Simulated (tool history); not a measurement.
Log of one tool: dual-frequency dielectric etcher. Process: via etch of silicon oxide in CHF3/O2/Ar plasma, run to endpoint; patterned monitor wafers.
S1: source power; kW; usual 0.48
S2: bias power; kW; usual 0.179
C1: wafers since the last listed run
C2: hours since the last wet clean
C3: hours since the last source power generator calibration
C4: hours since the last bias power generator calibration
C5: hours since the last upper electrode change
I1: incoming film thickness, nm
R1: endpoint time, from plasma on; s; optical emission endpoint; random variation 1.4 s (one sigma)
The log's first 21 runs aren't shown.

run,hour,S1,S2,C1,C2,C3,C4,C5,I1,R1
22,287.9,0.45,0.21,248,139,1835.3,3214.6,102.9,575.6,308.8
23,295.3,0.55,0.204,47,146.4,1842.7,3222,110.3,571.6,276.3
24,302.7,0.42,0.223,47,153.8,1850.1,3229.4,117.7,572.9,314.6
# hour 306.8: bias power generator calibrated
25,312.8,0.6,0.215,38,163.9,1860.2,6,127.8,571.2,257
26,328.5,0.48,0.218,99,179.6,1875.9,21.7,143.5,573.6,292.3
27,346.1,0.48,0.179,111,197.2,1893.5,39.3,161.1,570,312.5
28,360.9,0.6,0.179,94,212,1908.3,54.1,175.9,570.4,275.6
# hour 368: source power generator calibrated
29,375.8,0.58,0.179,69,226.9,7.8,69,190.8,572.1,281
30,393.5,0.48,0.179,112,244.6,25.5,86.7,208.5,569.5,308.8
31,407,0.45,0.158,85,258.1,39,100.2,222,567.8,336.8
32,420.1,0.48,0.179,83,271.2,52.1,113.3,235.1,575,313.1
33,426.4,0.48,0.179,40,277.5,58.4,119.6,241.4,575.6,318
34,439.9,0.53,0.191,85,291,71.9,133.1,254.9,578.5,291.2
35,454.1,0.59,0.213,90,305.2,86.1,147.3,269.1,567.2,260.2
36,469.3,0.42,0.152,96,320.4,101.3,162.5,284.3,576,360.3

Forecast each of these 3 alternatives for the next run:
A,469.8,0.48,0.179,3,320.9,101.8,163,284.8,574.5,?
B,469.8,0.44,0.221,3,320.9,101.8,163,284.8,574.5,?
C,469.8,0.51,0.198,3,320.9,101.8,163,284.8,574.5,?

run,R1
A,314.1
B,306.8
C,292.2
Without the tool's hidden state the same runs would have given:
run,R1
A,314.1
B,306.8
C,292.2

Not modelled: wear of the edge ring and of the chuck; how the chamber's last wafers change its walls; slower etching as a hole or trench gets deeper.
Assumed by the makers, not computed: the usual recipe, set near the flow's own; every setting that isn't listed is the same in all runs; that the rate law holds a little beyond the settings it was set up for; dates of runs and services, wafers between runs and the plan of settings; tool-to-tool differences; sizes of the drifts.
